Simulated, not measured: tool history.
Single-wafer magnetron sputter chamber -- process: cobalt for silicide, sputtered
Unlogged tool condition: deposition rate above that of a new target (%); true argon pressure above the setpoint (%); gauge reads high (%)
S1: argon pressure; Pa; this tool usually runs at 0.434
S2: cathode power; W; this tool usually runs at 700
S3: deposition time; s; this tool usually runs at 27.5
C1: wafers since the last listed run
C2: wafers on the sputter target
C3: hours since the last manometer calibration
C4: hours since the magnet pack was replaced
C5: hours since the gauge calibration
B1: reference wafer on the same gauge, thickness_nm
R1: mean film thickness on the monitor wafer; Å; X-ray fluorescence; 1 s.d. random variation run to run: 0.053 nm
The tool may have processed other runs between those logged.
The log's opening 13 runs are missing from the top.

{"run": 14, "hour": 813.2, "S1": 0.434, "S2": 700, "S3": 25.5, "C1": 1355, "C2": 3776, "C3": 2434.5, "C4": 295.2, "C5": 936.4, "B1": 7.861, "R1": 85.76}
{"run": 15, "hour": 864.4, "S1": 0.434, "S2": 700, "S3": 27.5, "C1": 1217, "C2": 4994, "C3": 2485.7, "C4": 346.4, "C5": 987.6, "B1": 7.88, "R1": 91.42}
{"run": 16, "hour": 935.7, "S1": 0.434, "S2": 700, "S3": 27.5, "C1": 1695, "C2": 6689, "C3": 2557, "C4": 417.7, "C5": 1058.9, "B1": 7.866, "R1": 89.94}
{"run": 17, "hour": 964.6, "S1": 0.372, "S2": 700, "S3": 32.5, "C1": 687, "C2": 7377, "C3": 2585.9, "C4": 446.6, "C5": 1087.8, "B1": 7.856, "R1": 108.77}
{"hour": 1025.0, "done": "sputter target and shields replaced"}
{"run": 18, "hour": 1036.3, "S1": 0.434, "S2": 700, "S3": 27.5, "C1": 1514, "C2": 268, "C3": 2657.6, "C4": 518.3, "C5": 1159.5, "B1": 7.881, "R1": 94.97}
{"hour": 1072.1, "done": "gauge calibrated"}
{"run": 19, "hour": 1083.2, "S1": 0.434, "S2": 700, "S3": 27.5, "C1": 1115, "C2": 1384, "C3": 2704.5, "C4": 565.2, "C5": 11.1, "B1": 7.877, "R1": 95.2}
{"hour": 1099.6, "done": "capacitance manometer re-zeroed and calibrated"}
{"run": 20, "hour": 1154.5, "S1": 0.434, "S2": 700, "S3": 30, "C1": 1505, "C2": 2889, "C3": 54.9, "C4": 636.5, "C5": 82.4, "B1": 7.881, "R1": 101.45}
{"run": 21, "hour": 1187.6, "S1": 0.346, "S2": 700, "S3": 31.5, "C1": 787, "C2": 3676, "C3": 88, "C4": 669.6, "C5": 115.5, "B1": 7.869, "R1": 109.48}
{"run": 22, "hour": 1247.9, "S1": 0.434, "S2": 700, "S3": 27.5, "C1": 1434, "C2": 5111, "C3": 148.3, "C4": 729.9, "C5": 175.8, "B1": 7.868, "R1": 91.23}
{"run": 23, "hour": 1313.2, "S1": 0.434, "S2": 700, "S3": 32.1, "C1": 1553, "C2": 6664, "C3": 213.6, "C4": 795.2, "C5": 241.1, "B1": 7.868, "R1": 104.61}
{"hour": 1344.7, "done": "sputter target and shields replaced"}
{"run": 24, "hour": 1345.2, "S1": 0.434, "S2": 500, "S3": 27.5, "C1": 570, "C2": 10, "C3": 245.6, "C4": 827.2, "C5": 273.1, "B1": 7.87, "R1": 68}
{"run": 25, "hour": 1393.4, "S1": 0.336, "S2": 800, "S3": 31.1, "C1": 1146, "C2": 1157, "C3": 293.8, "C4": 875.4, "C5": 321.3, "B1": 7.863, "R1": 125.65}
{"run": 26, "hour": 1423.4, "S1": 0.284, "S2": 700, "S3": 27.5, "C1": 713, "C2": 1870, "C3": 323.8, "C4": 905.4, "C5": 351.3, "B1": 7.874, "R1": 98.52}
{"run": 27, "hour": 1483.5, "S1": 0.434, "S2": 700, "S3": 25.9, "C1": 1429, "C2": 3299, "C3": 383.9, "C4": 965.5, "C5": 411.4, "B1": 7.876, "R1": 87.32}
{"run": 28, "hour": 1535.8, "S1": 0.434, "S2": 700, "S3": 27.5, "C1": 1243, "C2": 4543, "C3": 436.2, "C4": 1017.8, "C5": 463.7, "B1": 7.867, "R1": 91.24}
{"run": 29, "hour": 1567.2, "S1": 0.434, "S2": 700, "S3": 24.7, "C1": 746, "C2": 5290, "C3": 467.6, "C4": 1049.2, "C5": 495.1, "B1": 7.865, "R1": 80.27}
{"run": 30, "hour": 1617.9, "S1": 0.371, "S2": 700, "S3": 24.2, "C1": 1205, "C2": 6496, "C3": 518.3, "C4": 1099.9, "C5": 545.8, "B1": 7.878, "R1": 81.05}
{"run": 31, "hour": 1655.1, "S1": 0.434, "S2": 700, "S3": 27.5, "C1": 884, "C2": 7381, "C3": 555.5, "C4": 1137.1, "C5": 583, "B1": 7.865, "R1": 88.3}

Predict each of these 4 candidate next runs independently; none follows another, all start after run 31:
{"run": "A", "hour": 1655.5, "S1": 0.434, "S2": 700, "S3": 27.5, "C1": 9, "C2": 7390, "C3": 555.9, "C4": 1137.5, "C5": 583.4, "B1": "?", "R1": "?"}
{"run": "B", "hour": 1655.5, "S1": 0.434, "S2": 550, "S3": 27.5, "C1": 9, "C2": 7390, "C3": 555.9, "C4": 1137.5, "C5": 583.4, "B1": "?", "R1": "?"}
{"run": "C", "hour": 1655.5, "S1": 0.434, "S2": 650, "S3": 27.5, "C1": 9, "C2": 7390, "C3": 555.9, "C4": 1137.5, "C5": 583.4, "B1": "?", "R1": "?"}
{"run": "D", "hour": 1655.5, "S1": 0.267, "S2": 700, "S3": 24.5, "C1": 9, "C2": 7390, "C3": 555.9, "C4": 1137.5, "C5": 583.4, "B1": "?", "R1": "?"}

run=A B1=7.877 R1=88.44
run=B B1=7.877 R1=69.49
run=C B1=7.877 R1=82.13
run=D B1=7.877 R1=84.21
With the hidden condition removed and each run's random variation left untouched, the same runs would have given:
run=A R1=95.74
run=B R1=75.23
run=C R1=88.91
run=D R1=91.16

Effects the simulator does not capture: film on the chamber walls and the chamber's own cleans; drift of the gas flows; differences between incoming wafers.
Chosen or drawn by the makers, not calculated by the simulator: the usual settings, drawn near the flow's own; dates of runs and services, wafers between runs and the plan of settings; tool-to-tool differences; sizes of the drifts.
